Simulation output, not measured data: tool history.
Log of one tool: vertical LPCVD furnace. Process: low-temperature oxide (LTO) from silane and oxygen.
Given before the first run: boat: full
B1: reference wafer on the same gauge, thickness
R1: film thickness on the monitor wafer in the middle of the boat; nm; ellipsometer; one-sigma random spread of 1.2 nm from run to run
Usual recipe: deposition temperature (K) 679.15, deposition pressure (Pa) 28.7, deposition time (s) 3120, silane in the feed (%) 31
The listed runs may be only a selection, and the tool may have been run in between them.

run 1 hour=0.0 | deposition_temperature_(K)=679.15 deposition_pressure_(Pa)=28.7 deposition_time_(s)=3120 silane_in_the_feed_(%)=31 | B1=343.34 | R1=384.41
run 2 hour=6.8 | deposition_temperature_(K)=679.15 deposition_pressure_(Pa)=24.7 deposition_time_(s)=3120 silane_in_the_feed_(%)=31 | B1=343.06 | R1=331.29
run 3 hour=23.9 | deposition_temperature_(K)=679.15 deposition_pressure_(Pa)=26.7 deposition_time_(s)=3120 silane_in_the_feed_(%)=31 | B1=343.08 | R1=360.92
run 4 hour=33.1 | deposition_temperature_(K)=679.15 deposition_pressure_(Pa)=26.7 deposition_time_(s)=3120 silane_in_the_feed_(%)=31 | B1=343.36 | R1=358.47
run 5 hour=47.9 | deposition_temperature_(K)=679.15 deposition_pressure_(Pa)=28.7 deposition_time_(s)=3120 silane_in_the_feed_(%)=31 | B1=342.39 | R1=386.51
run 6 hour=53.9 | deposition_temperature_(K)=679.15 deposition_pressure_(Pa)=28.7 deposition_time_(s)=3120 silane_in_the_feed_(%)=31 | B1=343.10 | R1=385.30
run 7 hour=64.4 | deposition_temperature_(K)=679.15 deposition_pressure_(Pa)=28.7 deposition_time_(s)=3120 silane_in_the_feed_(%)=31 | B1=342.79 | R1=385.77
run 8 hour=80.8 | deposition_temperature_(K)=679.15 deposition_pressure_(Pa)=28.7 deposition_time_(s)=3120 silane_in_the_feed_(%)=26 | B1=342.92 | R1=297.66
run 9 hour=93.5 | deposition_temperature_(K)=679.15 deposition_pressure_(Pa)=28.7 deposition_time_(s)=3120 silane_in_the_feed_(%)=26 | B1=342.89 | R1=296.95
run 10 hour=102.7 | deposition_temperature_(K)=676.15 deposition_pressure_(Pa)=28.7 deposition_time_(s)=3120 silane_in_the_feed_(%)=31 | B1=342.90 | R1=371.77
run 11 hour=116.6 | deposition_temperature_(K)=676.15 deposition_pressure_(Pa)=28.7 deposition_time_(s)=3120 silane_in_the_feed_(%)=31 | B1=343.30 | R1=372.00
-- hour=160.4 thermocouples replaced and temperature profile calibrated
run 12 hour=169.0 | deposition_temperature_(K)=676.15 deposition_pressure_(Pa)=28.7 deposition_time_(s)=3120 silane_in_the_feed_(%)=31 | B1=342.97 | R1=372.92
run 13 hour=178.2 | deposition_temperature_(K)=679.15 deposition_pressure_(Pa)=28.7 deposition_time_(s)=3120 silane_in_the_feed_(%)=31 | B1=343.16 | R1=385.55
run 14 hour=192.4 | deposition_temperature_(K)=679.15 deposition_pressure_(Pa)=28.7 deposition_time_(s)=4080 silane_in_the_feed_(%)=31 | B1=342.84 | R1=505.14
run 15 hour=230.6 | deposition_temperature_(K)=679.15 deposition_pressure_(Pa)=28.7 deposition_time_(s)=3120 silane_in_the_feed_(%)=31 | B1=343.37 | R1=386.16
run 16 hour=239.3 | deposition_temperature_(K)=679.15 deposition_pressure_(Pa)=31.3 deposition_time_(s)=3780 silane_in_the_feed_(%)=33 | B1=342.99 | R1=553.17
-- hour=264.1 silane flow controller replaced
run 17 hour=264.6 | deposition_temperature_(K)=686.15 deposition_pressure_(Pa)=28.7 deposition_time_(s)=3120 silane_in_the_feed_(%)=26 | B1=342.90 | R1=323.03
-- hour=283.4 gauge calibrated
-- hour=291.5 pressure gauge zeroed
run 18 hour=292.0 | deposition_temperature_(K)=679.15 deposition_pressure_(Pa)=28.7 deposition_time_(s)=2130 silane_in_the_feed_(%)=35 | B1=343.14 | R1=311.10
run 19 hour=295.8 | deposition_temperature_(K)=679.15 deposition_pressure_(Pa)=34.7 deposition_time_(s)=3120 silane_in_the_feed_(%)=33 | B1=342.89 | R1=508.99
run 20 hour=299.6 | deposition_temperature_(K)=679.15 deposition_pressure_(Pa)=28.7 deposition_time_(s)=3120 silane_in_the_feed_(%)=31 | B1=342.78 | R1=385.07
run 21 hour=303.5 | deposition_temperature_(K)=679.15 deposition_pressure_(Pa)=34.0 deposition_time_(s)=3120 silane_in_the_feed_(%)=31 | B1=342.87 | R1=456.60
run 22 hour=309.3 | deposition_temperature_(K)=679.15 deposition_pressure_(Pa)=28.7 deposition_time_(s)=3120 silane_in_the_feed_(%)=31 | B1=342.24 | R1=384.87
run 23 hour=324.9 | deposition_temperature_(K)=684.15 deposition_pressure_(Pa)=22.7 deposition_time_(s)=3990 silane_in_the_feed_(%)=26 | B1=343.13 | R1=319.01
run 24 hour=338.5 | deposition_temperature_(K)=679.15 deposition_pressure_(Pa)=32.0 deposition_time_(s)=2550 silane_in_the_feed_(%)=27 | B1=342.95 | R1=286.17
run 25 hour=354.7 | deposition_temperature_(K)=679.15 deposition_pressure_(Pa)=28.7 deposition_time_(s)=3120 silane_in_the_feed_(%)=31 | B1=342.50 | R1=385.59
run 26 hour=369.3 | deposition_temperature_(K)=672.15 deposition_pressure_(Pa)=23.3 deposition_time_(s)=4050 silane_in_the_feed_(%)=34 | B1=343.09 | R1=427.34
run 27 hour=382.6 | deposition_temperature_(K)=679.15 deposition_pressure_(Pa)=28.7 deposition_time_(s)=4260 silane_in_the_feed_(%)=29 | B1=342.94 | R1=477.11
run 28 hour=392.4 | deposition_temperature_(K)=679.15 deposition_pressure_(Pa)=28.7 deposition_time_(s)=3120 silane_in_the_feed_(%)=31 | B1=343.31 | R1=383.99
run 29 hour=399.4 | deposition_temperature_(K)=679.15 deposition_pressure_(Pa)=28.7 deposition_time_(s)=3120 silane_in_the_feed_(%)=27 | B1=343.26 | R1=314.51
run 30 hour=408.7 | deposition_temperature_(K)=679.15 deposition_pressure_(Pa)=28.7 deposition_time_(s)=3120 silane_in_the_feed_(%)=31 | B1=343.29 | R1=384.41

What the log doesn't show, run by run:
true tube temperature minus thermocouple reading, K: 0, the same for each run
true pressure minus gauge reading, mTorr: 0, the same for each run
deviation of the silane flow from its setpoint, %: 0, the same for each run
gauge reads high (%): 0, the same for each run

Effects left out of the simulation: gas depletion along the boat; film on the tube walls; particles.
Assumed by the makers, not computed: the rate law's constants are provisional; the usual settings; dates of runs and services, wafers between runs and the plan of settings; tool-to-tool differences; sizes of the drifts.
